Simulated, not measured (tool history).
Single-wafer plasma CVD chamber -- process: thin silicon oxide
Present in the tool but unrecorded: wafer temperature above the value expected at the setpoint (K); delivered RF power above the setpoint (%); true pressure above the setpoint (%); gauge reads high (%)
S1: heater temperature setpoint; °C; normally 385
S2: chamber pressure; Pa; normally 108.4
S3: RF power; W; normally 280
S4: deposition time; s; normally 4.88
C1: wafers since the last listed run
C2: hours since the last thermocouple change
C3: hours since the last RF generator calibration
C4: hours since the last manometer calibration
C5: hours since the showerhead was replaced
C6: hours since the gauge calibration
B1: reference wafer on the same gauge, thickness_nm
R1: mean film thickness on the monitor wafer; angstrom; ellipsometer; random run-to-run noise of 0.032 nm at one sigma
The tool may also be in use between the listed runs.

Run 1, hour 0: usual settings; C1 0; C2 100.7; C3 774.2; C4 922.2; C5 5764.3; C6 1199.4; B1 9.049. Result: R1 83.62 angstrom.
Run 2, hour 52: usual settings; C1 1699; C2 152.7; C3 826.2; C4 974.2; C5 5816.3; C6 1251.4; B1 9.044. Result: R1 83.06 angstrom.
Run 3, hour 123.8: usual settings; C1 2346; C2 224.5; C3 898; C4 1046; C5 5888.1; C6 1323.2; B1 9.04. Result: R1 83.3 angstrom.
Run 4, hour 160.9: usual settings; C1 1212; C2 261.6; C3 935.1; C4 1083.1; C5 5925.2; C6 1360.3; B1 9.054. Result: R1 83.41 angstrom.
At hour 219.7: RF generator calibrated.
Run 5, hour 220.2: usual settings but S3 250 W; C1 1676; C2 320.9; C3 0.5; C4 1142.4; C5 5984.5; C6 1419.6; B1 9.045. Result: R1 78.85 angstrom.
Run 6, hour 355.6: usual settings but S3 250 W; C1 4425; C2 456.3; C3 135.9; C4 1277.8; C5 6119.9; C6 1555; B1 9.037. Result: R1 77.66 angstrom.
Run 7, hour 392: usual settings but S3 250 W; C1 1189; C2 492.7; C3 172.3; C4 1314.2; C5 6156.3; C6 1591.4; B1 9.026. Result: R1 78.17 angstrom.
Run 8, hour 424.2: usual settings; C1 1052; C2 524.9; C3 204.5; C4 1346.4; C5 6188.5; C6 1623.6; B1 9.032. Result: R1 84.44 angstrom.
Run 9, hour 490.5: usual settings; C1 2166; C2 591.2; C3 270.8; C4 1412.7; C5 6254.8; C6 1689.9; B1 9.036. Result: R1 83.7 angstrom.
Run 10, hour 546.6: usual settings but S2 118.8 Pa, S3 255 W; C1 1833; C2 647.3; C3 326.9; C4 1468.8; C5 6310.9; C6 1746; B1 9.041. Result: R1 86.01 angstrom.
Run 11, hour 588.2: usual settings but S1 396 °C, S2 122 Pa, S3 235 W, S4 4.14 s; C1 1359; C2 688.9; C3 368.5; C4 1510.4; C5 6352.5; C6 1787.6; B1 9.047. Result: R1 69.8 angstrom.
Run 12, hour 632.7: usual settings; C1 1454; C2 733.4; C3 413; C4 1554.9; C5 6397; C6 1832.1; B1 9.03. Result: R1 83.7 angstrom.
Run 13, hour 670.3: usual settings but S3 295 W, S4 5.33 s; C1 1228; C2 771; C3 450.6; C4 1592.5; C5 6434.6; C6 1869.7; B1 9.05. Result: R1 93.53 angstrom.
Run 14, hour 713.7: usual settings but S1 394 °C, S3 260 W; C1 1418; C2 814.4; C3 494; C4 1635.9; C5 6478; C6 1913.1; B1 9.049. Result: R1 78.61 angstrom.
Run 15, hour 757.5: usual settings but S2 84.5 Pa, S4 4.13 s; C1 1431; C2 858.2; C3 537.8; C4 1679.7; C5 6521.8; C6 1956.9; B1 9.054. Result: R1 53.75 angstrom.
At hour 800.4: capacitance manometer re-zeroed and calibrated.
Run 16, hour 801.2: usual settings but S1 392 °C, S2 87.6 Pa, S3 245 W, S4 5.19 s; C1 1166; C2 901.9; C3 581.5; C4 0.8; C5 6565.5; C6 2000.6; B1 9.039. Result: R1 65 angstrom.
Run 17, hour 832.9: usual settings but S1 381 °C, S4 5.61 s; C1 1036; C2 933.6; C3 613.2; C4 32.5; C5 6597.2; C6 2032.3; B1 9.043. Result: R1 97.38 angstrom.
Run 18, hour 878.8: usual settings; C1 1500; C2 979.5; C3 659.1; C4 78.4; C5 6643.1; C6 2078.2; B1 9.037. Result: R1 84 angstrom.
At hour 895.7: gauge calibrated.
Run 19, hour 920.6: usual settings; C1 1366; C2 1021.3; C3 700.9; C4 120.2; C5 6684.9; C6 24.9; B1 9.038. Result: R1 84.86 angstrom.
At hour 929.4: showerhead replaced.
Run 20, hour 1041.3: usual settings but S2 94.1 Pa, S3 260 W, S4 5.49 s; C1 3683; C2 1142; C3 821.6; C4 240.9; C5 111.9; C6 145.6; B1 9.043. Result: R1 77.83 angstrom.
Run 21, hour 1092.2: usual settings but S3 230 W, S4 5.41 s; C1 1663; C2 1192.9; C3 872.5; C4 291.8; C5 162.8; C6 196.5; B1 9.05. Result: R1 80.84 angstrom.
Run 22, hour 1129.3: usual settings; C1 1212; C2 1230; C3 909.6; C4 328.9; C5 199.9; C6 233.6; B1 9.032. Result: R1 83.46 angstrom.
Run 23, hour 1173.4: usual settings but S1 372 °C, S3 330 W, S4 4.4 s; C1 1441; C2 1274.1; C3 953.7; C4 373; C5 244; C6 277.7; B1 9.029. Result: R1 83.31 angstrom.
Run 24, hour 1220: usual settings but S1 392 °C, S3 310 W, S4 3.91 s; C1 1523; C2 1320.7; C3 1000.3; C4 419.6; C5 290.6; C6 324.3; B1 9.032. Result: R1 70.64 angstrom.
Run 25, hour 1277: usual settings but S2 94.1 Pa, S3 260 W, S4 5.49 s; C1 1863; C2 1377.7; C3 1057.3; C4 476.6; C5 347.6; C6 381.3; B1 9.049. Result: R1 77.28 angstrom.
At hour 1310.7: RF generator calibrated.
Run 26, hour 1335.2: usual settings; C1 1640; C2 1435.9; C3 24.5; C4 534.8; C5 405.8; C6 439.5; B1 9.055. Result: R1 85.45 angstrom.
Run 27, hour 1376.5: usual settings; C1 1349; C2 1477.2; C3 65.8; C4 576.1; C5 447.1; C6 480.8; B1 9.04. Result: R1 84.95 angstrom.
Run 28, hour 1432.5: usual settings but S1 380 °C, S2 82.5 Pa, S3 335 W, S4 5.34 s; C1 1830; C2 1533.2; C3 121.8; C4 632.1; C5 503.1; C6 536.8; B1 9.035. Result: R1 76.38 angstrom.
Run 29, hour 1476.6: usual settings but S1 394 °C, S2 89.3 Pa, S3 300 W, S4 5.72 s; C1 1441; C2 1577.3; C3 165.9; C4 676.2; C5 547.2; C6 580.9; B1 9.04. Result: R1 83.89 angstrom.

Hidden state, per run?
wafer temperature above the value expected at the setpoint (K): 0, the same for each run
gauge reads high (%): 0, the same for each run
H1: delivered RF power above the setpoint (%)
H2: true pressure above the setpoint (%)
run       H1       H2
  1    -2.79   -0.536
  2    -2.95   -0.602
  3    -3.17   -0.699
  4    -3.29   -0.752
  5   -0.201    -0.84
  6   -0.617    -1.06
  7   -0.729    -1.12
  8   -0.828    -1.18
  9    -1.03     -1.3
 10     -1.2    -1.41
 11    -1.33    -1.49
 12    -1.47    -1.59
 13    -1.58    -1.67
 14    -1.72    -1.76
 15    -1.85    -1.86
 16    -1.99  -0.0537
 17    -2.08  -0.0544
 18    -2.22  -0.0578
 19    -2.35  -0.0633
 20    -2.72  -0.0925
 21    -2.88   -0.111
 22    -2.99   -0.126
 23    -3.13   -0.147
 24    -3.27   -0.172
 25    -3.45   -0.206
 26  -0.0776   -0.245
 27   -0.204   -0.276
 28   -0.376   -0.321
 29   -0.512    -0.36
